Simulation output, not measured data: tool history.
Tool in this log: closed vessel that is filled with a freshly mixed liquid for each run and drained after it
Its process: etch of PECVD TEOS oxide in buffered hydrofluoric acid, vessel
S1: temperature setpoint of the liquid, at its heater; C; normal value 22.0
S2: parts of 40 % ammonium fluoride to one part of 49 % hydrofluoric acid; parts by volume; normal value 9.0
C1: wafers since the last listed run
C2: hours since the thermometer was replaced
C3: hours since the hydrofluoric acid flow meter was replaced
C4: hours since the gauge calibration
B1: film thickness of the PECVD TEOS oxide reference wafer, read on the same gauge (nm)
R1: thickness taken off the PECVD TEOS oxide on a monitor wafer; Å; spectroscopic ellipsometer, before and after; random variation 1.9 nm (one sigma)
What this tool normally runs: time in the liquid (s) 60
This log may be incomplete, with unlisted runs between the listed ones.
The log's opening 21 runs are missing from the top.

run 22 hour=1799.1 | S1=17.0 S2=11.0 time_in_the_liquid_(s)=70 | C1=5242 C2=1519.6 C3=1422.9 C4=859.8 | B1=58.97 | R1=1812.0
run 23 hour=1882.8 | S1=26.5 S2=9.0 time_in_the_liquid_(s)=90 | C1=5736 C2=1603.3 C3=1506.6 C4=943.5 | B1=58.90 | R1=4588.5
run 24 hour=1990.0 | S1=19.5 S2=9.0 time_in_the_liquid_(s)=60 | C1=7346 C2=1710.5 C3=1613.8 C4=1050.7 | B1=58.77 | R1=2106.6
run 25 hour=2047.3 | S1=18.0 S2=12.0 time_in_the_liquid_(s)=60 | C1=3927 C2=1767.8 C3=1671.1 C4=1108.0 | B1=58.73 | R1=1484.7
run 26 hour=2086.4 | S1=27.0 S2=6.5 time_in_the_liquid_(s)=60 | C1=2679 C2=1806.9 C3=1710.2 C4=1147.1 | B1=58.73 | R1=4351.0
run 27 hour=2132.1 | S1=22.0 S2=9.0 time_in_the_liquid_(s)=60 | C1=3132 C2=1852.6 C3=1755.9 C4=1192.8 | B1=58.71 | R1=2396.0
run 28 hour=2204.9 | S1=22.0 S2=10.5 time_in_the_liquid_(s)=40 | C1=4989 C2=1925.4 C3=1828.7 C4=1265.6 | B1=58.66 | R1=1427.3
-- hour=2214.5 thermometer replaced
run 29 hour=2253.9 | S1=22.0 S2=9.0 time_in_the_liquid_(s)=60 | C1=3289 C2=39.4 C3=1877.7 C4=1314.6 | B1=58.59 | R1=2412.2
run 30 hour=2357.5 | S1=24.0 S2=6.0 time_in_the_liquid_(s)=70 | C1=7100 C2=143.0 C3=1981.3 C4=1418.2 | B1=58.45 | R1=4629.8
run 31 hour=2434.3 | S1=22.0 S2=9.0 time_in_the_liquid_(s)=60 | C1=5263 C2=219.8 C3=2058.1 C4=1495.0 | B1=58.45 | R1=2381.0
run 32 hour=2517.7 | S1=23.5 S2=11.5 time_in_the_liquid_(s)=45 | C1=5715 C2=303.2 C3=2141.5 C4=1578.4 | B1=58.33 | R1=1577.7

Predict each of these 5 candidate next runs independently; none follows another, all start after run 32:
run A hour=2518.4 | S1=20.0 S2=9.0 time_in_the_liquid_(s)=60 | C1=47 C2=303.9 C3=2142.2 C4=1579.1 | B1=? | R1=?
run B hour=2518.4 | S1=18.5 S2=12.5 time_in_the_liquid_(s)=40 | C1=47 C2=303.9 C3=2142.2 C4=1579.1 | B1=? | R1=?
run C hour=2518.4 | S1=25.0 S2=12.5 time_in_the_liquid_(s)=80 | C1=47 C2=303.9 C3=2142.2 C4=1579.1 | B1=? | R1=?
run D hour=2518.4 | S1=22.0 S2=11.5 time_in_the_liquid_(s)=45 | C1=47 C2=303.9 C3=2142.2 C4=1579.1 | B1=? | R1=?
run E hour=2518.4 | S1=26.0 S2=9.0 time_in_the_liquid_(s)=60 | C1=47 C2=303.9 C3=2142.2 C4=1579.1 | B1=? | R1=?

run=A B1=58.40 R1=2148.5
run=B B1=58.40 R1=990.7
run=C B1=58.40 R1=2840.1
run=D B1=58.40 R1=1470.7
run=E B1=58.40 R1=2986.0
The same runs, with their run-to-run variation unchanged, on a tool lacking any hidden condition would have given:
run=A R1=2208.4
run=B R1=1018.3
run=C R1=2919.2
run=D R1=1511.7
run=E R1=3069.3
